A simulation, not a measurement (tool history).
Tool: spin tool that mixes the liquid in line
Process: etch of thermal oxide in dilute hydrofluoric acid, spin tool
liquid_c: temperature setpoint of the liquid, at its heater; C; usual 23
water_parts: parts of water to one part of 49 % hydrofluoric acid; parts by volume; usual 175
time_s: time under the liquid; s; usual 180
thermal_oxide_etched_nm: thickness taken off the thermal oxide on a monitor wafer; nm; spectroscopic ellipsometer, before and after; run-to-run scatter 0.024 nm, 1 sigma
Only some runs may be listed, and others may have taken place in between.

| run | hour | liquid_c | water_parts | time_s | read-back film thickness of the thermal oxide reference wafer, read on the same gauge (nm) | thermal_oxide_etched_nm |
|---|---|---|---|---|---|---|
| 1 | 0 | 23 | 120 | 180 | 40.01 | 5.492 |
| 2 | 191.3 | 21 | 130 | 180 | 39.986 | 4.675 |
| 3 | 258.9 | 23 | 175 | 180 | 39.985 | 3.537 |
| 4 | 501.5 | 23 | 175 | 180 | 40 | 3.504 |
|  | 515.7 | thermometer replaced |
| 5 | 573.3 | 23 | 175 | 180 | 40.009 | 3.498 |
| 6 | 624 | 23 | 175 | 180 | 39.966 | 3.493 |
| 7 | 726.3 | 23 | 175 | 180 | 40.021 | 3.468 |
| 8 | 871.5 | 23 | 175 | 180 | 40.028 | 3.431 |
| 9 | 974.2 | 23 | 175 | 180 | 39.956 | 3.465 |
| 10 | 1022.5 | 25.5 | 175 | 150 | 39.995 | 3.152 |
| 11 | 1099.9 | 23 | 175 | 180 | 39.989 | 3.406 |
|  | 1176.3 | gauge calibrated |
| 12 | 1180.6 | 21.5 | 110 | 180 | 40.022 | 5.531 |
| 13 | 1257.7 | 21.5 | 140 | 210 | 39.987 | 4.83 |
| 14 | 1300.1 | 19 | 255 | 265 | 40.002 | 2.724 |
|  | 1324.2 | hydrofluoric acid flow meter replaced |
| 15 | 1390.8 | 23 | 175 | 180 | 39.967 | 3.62 |
|  | 1460.6 | thermometer replaced |
| 16 | 1484.8 | 26.5 | 175 | 180 | 40.009 | 4.118 |
| 17 | 1805.4 | 23 | 175 | 180 | 40.014 | 3.608 |
| 18 | 1901.8 | 23 | 175 | 180 | 40.015 | 3.566 |
| 19 | 2209.2 | 23 | 175 | 100 | 40.006 | 1.956 |
| 20 | 2316.3 | 20.5 | 125 | 280 | 40.014 | 7.328 |
| 21 | 2370.7 | 19 | 255 | 265 | 40.009 | 2.829 |
|  | 2387.1 | thermometer replaced |
| 22 | 2464 | 18.5 | 245 | 180 | 40.014 | 1.972 |
| 23 | 2518.7 | 23 | 175 | 180 | 39.988 | 3.489 |

The same runs without the tool's hidden state, with the same run-to-run variation:
Unlogged tool condition in this case: liquid colder than its thermometer reads (K); hydrofluoric acid flow below the setpoint (%); gauge reads high (%).
| run | thermal_oxide_etched_nm |
|---|---|
| 1 | 5.663 |
| 2 | 4.849 |
| 3 | 3.683 |
| 4 | 3.676 |
| 5 | 3.679 |
| 6 | 3.679 |
| 7 | 3.665 |
| 8 | 3.644 |
| 9 | 3.692 |
| 10 | 3.366 |
| 11 | 3.643 |
| 12 | 5.91 |
| 13 | 5.182 |
| 14 | 2.942 |
| 15 | 3.642 |
| 16 | 4.156 |
| 17 | 3.677 |
| 18 | 3.646 |
| 19 | 2.019 |
| 20 | 7.578 |
| 21 | 2.94 |
| 22 | 2.054 |
| 23 | 3.638 |
